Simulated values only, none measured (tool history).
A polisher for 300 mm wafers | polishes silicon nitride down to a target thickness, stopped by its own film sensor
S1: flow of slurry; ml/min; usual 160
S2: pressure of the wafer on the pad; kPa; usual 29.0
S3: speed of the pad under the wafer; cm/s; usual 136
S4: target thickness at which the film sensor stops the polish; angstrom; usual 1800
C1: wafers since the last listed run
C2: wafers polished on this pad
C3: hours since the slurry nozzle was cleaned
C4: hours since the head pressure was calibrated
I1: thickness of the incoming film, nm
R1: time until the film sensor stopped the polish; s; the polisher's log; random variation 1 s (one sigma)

run	hour	S1	S2	S3	S4	C1	C2	C3	C4	I1	R1
1	0.0	160	29.0	136	1800	0	2846	262.3	38.9	301.8	58.8
# hour 27.7: worn pad replaced by a new one
2	201.4	160	29.0	136	1800	2121	1867	463.7	240.3	295.1	53.2
3	260.2	160	29.0	136	1800	631	2498	522.5	299.1	296.7	53.5
4	284.2	160	29.0	136	1930	257	2756	546.5	323.1	297.8	48.2
5	331.5	160	29.0	136	1800	508	3265	593.8	370.4	298.1	54.8
# hour 341.6: slurry nozzle cleaned
# hour 345.1: worn pad replaced by a new one
6	380.4	160	29.0	136	1800	476	379	38.8	419.3	300.1	53.8
7	411.2	160	29.0	136	1800	331	710	69.6	450.1	303.8	53.9
8	479.4	160	33.1	136	1800	732	1442	137.8	518.3	302.7	48.5
# hour 650.7: worn pad replaced by a new one
# hour 655.2: head pressure recalibrated
9	655.7	160	33.1	136	1800	1830	31	314.1	0.5	304.4	52.8
10	693.4	160	29.0	136	1800	405	437	351.8	38.2	302.2	55.8
11	736.9	160	29.0	136	1800	467	904	395.3	81.7	298.7	56.2
12	921.0	140	38.6	180	1650	1978	2883	579.4	265.8	297.1	37.7
# hour 949.6: slurry nozzle cleaned
# hour 980.3: worn pad replaced by a new one
13	980.8	210	34.5	136	1800	588	5	31.2	325.6	304.4	45.3
14	1011.5	160	20.0	136	1800	329	335	61.9	356.3	300.2	78.9
15	1211.9	160	33.1	136	1800	2153	2489	262.3	556.7	297.5	44.9
# hour 1237.1: worn pad replaced by a new one
16	1242.4	160	29.0	136	1800	284	56	292.8	587.2	303.8	54.8
17	1280.0	210	29.0	136	1980	404	460	330.4	624.8	298.1	41.0
18	1318.1	175	24.8	182	2200	409	870	368.5	662.9	296.4	29.7
# hour 1322.5: head pressure recalibrated
19	1356.7	160	29.0	136	1410	393	1263	407.1	34.2	301.9	75.3
20	1406.0	160	29.0	136	2040	529	1793	456.4	83.5	302.3	45.3
21	1432.9	140	38.6	180	1650	289	2082	483.3	110.4	294.2	36.5
22	1473.3	160	29.0	136	1410	434	2516	523.7	150.8	299.4	73.0

Forecast each of these 5 alternatives for the next run:
A	1473.7	160	29.0	120	1800	4	2520	524.1	151.2	303.0	?
B	1473.7	135	33.8	136	1800	4	2520	524.1	151.2	303.0	?
C	1473.7	160	23.4	168	1800	4	2520	524.1	151.2	303.0	?
D	1473.7	160	35.9	136	1800	4	2520	524.1	151.2	303.0	?
E	1473.7	160	29.0	114	1580	4	2520	524.1	151.2	303.0	?

run	R1
A	64.6
B	51.7
C	61.0
D	47.2
E	79.3
Without the tool's hidden state the same runs would have given:
run	R1
A	66.3
B	53.0
C	62.5
D	48.4
E	81.4
